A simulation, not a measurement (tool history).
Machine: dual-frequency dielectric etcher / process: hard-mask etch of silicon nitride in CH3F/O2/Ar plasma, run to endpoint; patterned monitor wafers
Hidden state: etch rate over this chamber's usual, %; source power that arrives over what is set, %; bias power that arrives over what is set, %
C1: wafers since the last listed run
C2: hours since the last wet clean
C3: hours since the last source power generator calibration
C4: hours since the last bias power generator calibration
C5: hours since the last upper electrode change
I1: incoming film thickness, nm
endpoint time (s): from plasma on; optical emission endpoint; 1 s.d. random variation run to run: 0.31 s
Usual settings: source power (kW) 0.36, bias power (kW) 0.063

run 1 hour=0 | source_power_(kW)=0.36 bias_power_(kW)=0.063 | C1=0 C2=453.5 C3=1476.4 C4=2523 C5=5427.7 | I1=54.3 | endpoint_time_(s)=96.3
run 2 hour=39.4 | source_power_(kW)=0.32 bias_power_(kW)=0.063 | C1=562 C2=492.9 C3=1515.8 C4=2562.4 C5=5467.1 | I1=54.8 | endpoint_time_(s)=105.2
run 3 hour=83 | source_power_(kW)=0.36 bias_power_(kW)=0.069 | C1=622 C2=536.5 C3=1559.4 C4=2606 C5=5510.7 | I1=54.8 | endpoint_time_(s)=95.4
run 4 hour=114.2 | source_power_(kW)=0.36 bias_power_(kW)=0.069 | C1=445 C2=567.7 C3=1590.6 C4=2637.2 C5=5541.9 | I1=54.2 | endpoint_time_(s)=94.4
-- hour=143.3 wet clean of the chamber
run 5 hour=160.7 | source_power_(kW)=0.36 bias_power_(kW)=0.063 | C1=321 C2=17.4 C3=1637.1 C4=2683.7 C5=5588.4 | I1=54.3 | endpoint_time_(s)=94.5
run 6 hour=223.1 | source_power_(kW)=0.36 bias_power_(kW)=0.063 | C1=891 C2=79.8 C3=1699.5 C4=2746.1 C5=5650.8 | I1=54.9 | endpoint_time_(s)=96.3
run 7 hour=281.9 | source_power_(kW)=0.36 bias_power_(kW)=0.063 | C1=839 C2=138.6 C3=1758.3 C4=2804.9 C5=5709.6 | I1=54.5 | endpoint_time_(s)=95.1
run 8 hour=341 | source_power_(kW)=0.36 bias_power_(kW)=0.063 | C1=843 C2=197.7 C3=1817.4 C4=2864 C5=5768.7 | I1=54.5 | endpoint_time_(s)=96
run 9 hour=388.5 | source_power_(kW)=0.36 bias_power_(kW)=0.063 | C1=678 C2=245.2 C3=1864.9 C4=2911.5 C5=5816.2 | I1=54.6 | endpoint_time_(s)=96.2
run 10 hour=445.6 | source_power_(kW)=0.36 bias_power_(kW)=0.063 | C1=815 C2=302.3 C3=1922 C4=2968.6 C5=5873.3 | I1=54.9 | endpoint_time_(s)=97.2
run 11 hour=511.5 | source_power_(kW)=0.36 bias_power_(kW)=0.063 | C1=941 C2=368.2 C3=1987.9 C4=3034.5 C5=5939.2 | I1=55 | endpoint_time_(s)=97.4
run 12 hour=578.1 | source_power_(kW)=0.36 bias_power_(kW)=0.063 | C1=950 C2=434.8 C3=2054.5 C4=3101.1 C5=6005.8 | I1=53.9 | endpoint_time_(s)=96.6
-- hour=586.7 bias power generator calibrated
run 13 hour=621.8 | source_power_(kW)=0.31 bias_power_(kW)=0.052 | C1=566 C2=478.5 C3=2098.2 C4=35.1 C5=6049.5 | I1=55.2 | endpoint_time_(s)=116
-- hour=697.8 upper electrode replaced
-- hour=704.3 wet clean of the chamber
run 14 hour=704.8 | source_power_(kW)=0.36 bias_power_(kW)=0.053 | C1=748 C2=0.5 C3=2181.2 C4=118.1 C5=7 | I1=54.1 | endpoint_time_(s)=99.5
run 15 hour=754.6 | source_power_(kW)=0.33 bias_power_(kW)=0.07 | C1=711 C2=50.3 C3=2231 C4=167.9 C5=56.8 | I1=54.3 | endpoint_time_(s)=96.6
run 16 hour=799.2 | source_power_(kW)=0.41 bias_power_(kW)=0.05 | C1=636 C2=94.9 C3=2275.6 C4=212.5 C5=101.4 | I1=54.1 | endpoint_time_(s)=95
run 17 hour=827.4 | source_power_(kW)=0.27 bias_power_(kW)=0.067 | C1=402 C2=123.1 C3=2303.8 C4=240.7 C5=129.6 | I1=54.9 | endpoint_time_(s)=113.7
run 18 hour=860.1 | source_power_(kW)=0.36 bias_power_(kW)=0.063 | C1=466 C2=155.8 C3=2336.5 C4=273.4 C5=162.3 | I1=53.8 | endpoint_time_(s)=94.7
-- hour=884.7 source power generator calibrated
run 19 hour=899.4 | source_power_(kW)=0.28 bias_power_(kW)=0.076 | C1=504 C2=195.1 C3=14.7 C4=312.7 C5=201.6 | I1=54.7 | endpoint_time_(s)=103
run 20 hour=945.9 | source_power_(kW)=0.44 bias_power_(kW)=0.063 | C1=663 C2=241.6 C3=61.2 C4=359.2 C5=248.1 | I1=55.2 | endpoint_time_(s)=84.3
run 21 hour=974 | source_power_(kW)=0.33 bias_power_(kW)=0.053 | C1=401 C2=269.7 C3=89.3 C4=387.3 C5=276.2 | I1=55.1 | endpoint_time_(s)=105.4
run 22 hour=1004.3 | source_power_(kW)=0.36 bias_power_(kW)=0.063 | C1=432 C2=300 C3=119.6 C4=417.6 C5=306.5 | I1=54.5 | endpoint_time_(s)=94.4
run 23 hour=1052 | source_power_(kW)=0.28 bias_power_(kW)=0.055 | C1=681 C2=347.7 C3=167.3 C4=465.3 C5=354.2 | I1=54.5 | endpoint_time_(s)=115.9

Run 24 has not been measured yet. What should we expect?
run 24 hour=1108 | source_power_(kW)=0.36 bias_power_(kW)=0.063 | C1=799 C2=403.7 C3=223.3 C4=521.3 C5=410.2 | I1=54.5 | endpoint_time_(s)=?

{"run 24": {"endpoint time (s)": 95.7}}
Take away the tool's hidden state, keep the run-to-run variation as it was, and the same run would have given endpoint time (s) 92.4.

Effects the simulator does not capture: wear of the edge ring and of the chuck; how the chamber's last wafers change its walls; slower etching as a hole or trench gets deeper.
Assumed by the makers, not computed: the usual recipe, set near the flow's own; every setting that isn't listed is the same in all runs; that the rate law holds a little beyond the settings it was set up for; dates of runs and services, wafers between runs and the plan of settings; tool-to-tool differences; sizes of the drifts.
